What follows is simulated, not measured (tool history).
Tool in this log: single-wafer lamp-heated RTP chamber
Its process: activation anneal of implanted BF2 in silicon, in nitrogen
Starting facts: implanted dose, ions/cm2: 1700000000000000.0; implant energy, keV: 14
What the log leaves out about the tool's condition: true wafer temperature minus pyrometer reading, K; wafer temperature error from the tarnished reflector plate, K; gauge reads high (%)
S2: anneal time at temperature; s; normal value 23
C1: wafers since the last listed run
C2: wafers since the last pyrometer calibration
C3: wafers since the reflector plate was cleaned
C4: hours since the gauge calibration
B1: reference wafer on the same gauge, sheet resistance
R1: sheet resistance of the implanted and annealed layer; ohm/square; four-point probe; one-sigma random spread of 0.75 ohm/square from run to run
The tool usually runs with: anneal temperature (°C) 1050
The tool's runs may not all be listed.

run 1 day=0.000 | anneal_temperature_(°C)=1050 S2=23 | C1=0 C2=4585 C3=11043 C4=156.2 | B1=130.92 | R1=122.39
run 2 day=0.496 | anneal_temperature_(°C)=1050 S2=23 | C1=200 C2=4786 C3=11244 C4=168.1 | B1=131.23 | R1=122.36
run 3 day=1.112 | anneal_temperature_(°C)=1050 S2=23 | C1=249 C2=5035 C3=11493 C4=182.9 | B1=131.11 | R1=121.77
run 4 day=2.842 | anneal_temperature_(°C)=1050 S2=23 | C1=699 C2=5735 C3=12193 C4=224.4 | B1=130.88 | R1=119.04
-- day=3.754 pyrometer window cleaned and pyrometer calibrated
run 5 day=3.775 | anneal_temperature_(°C)=1070 S2=23 | C1=242 C2=7 C3=12436 C4=246.8 | B1=130.86 | R1=107.19
run 6 day=3.925 | anneal_temperature_(°C)=1070 S2=23 | C1=60 C2=68 C3=12496 C4=250.4 | B1=130.82 | R1=106.35
-- day=4.004 gauge calibrated
run 7 day=4.354 | anneal_temperature_(°C)=1070 S2=23 | C1=173 C2=242 C3=12670 C4=8.4 | B1=131.06 | R1=107.56
run 8 day=4.954 | anneal_temperature_(°C)=1050 S2=23 | C1=242 C2=485 C3=12913 C4=22.8 | B1=130.89 | R1=127.80
-- day=5.329 reflector plate cleaned
run 9 day=5.467 | anneal_temperature_(°C)=1050 S2=23 | C1=72 C2=557 C3=55 C4=35.1 | B1=130.98 | R1=128.10
run 10 day=5.775 | anneal_temperature_(°C)=1050 S2=30 | C1=124 C2=682 C3=179 C4=42.5 | B1=130.84 | R1=119.89
run 11 day=6.229 | anneal_temperature_(°C)=1072 S2=17 | C1=183 C2=866 C3=363 C4=53.4 | B1=130.94 | R1=113.93
run 12 day=6.817 | anneal_temperature_(°C)=1072 S2=15 | C1=237 C2=1103 C3=601 C4=67.5 | B1=131.22 | R1=118.17
run 13 day=7.425 | anneal_temperature_(°C)=1042 S2=13 | C1=246 C2=1350 C3=847 C4=82.1 | B1=131.02 | R1=153.52
run 14 day=7.779 | anneal_temperature_(°C)=1059 S2=23 | C1=143 C2=1493 C3=991 C4=90.6 | B1=130.83 | R1=118.68
run 15 day=8.246 | anneal_temperature_(°C)=1050 S2=23 | C1=188 C2=1682 C3=1179 C4=101.8 | B1=131.05 | R1=126.53
run 16 day=8.662 | anneal_temperature_(°C)=1075 S2=35 | C1=168 C2=1851 C3=1348 C4=111.8 | B1=130.74 | R1=92.22
run 17 day=9.292 | anneal_temperature_(°C)=1026 S2=15 | C1=254 C2=2105 C3=1603 C4=126.9 | B1=130.97 | R1=170.10

Predict the results of run 18:
run 18 day=9.950 | anneal_temperature_(°C)=1050 S2=23 | C1=266 C2=2372 C3=1869 C4=142.7 | B1=? | R1=?

Run 18 yielded B1 130.97, R1 125.86 ohm/square.
With no hidden state in the tool, this same run would have given R1 129.49 ohm/square.

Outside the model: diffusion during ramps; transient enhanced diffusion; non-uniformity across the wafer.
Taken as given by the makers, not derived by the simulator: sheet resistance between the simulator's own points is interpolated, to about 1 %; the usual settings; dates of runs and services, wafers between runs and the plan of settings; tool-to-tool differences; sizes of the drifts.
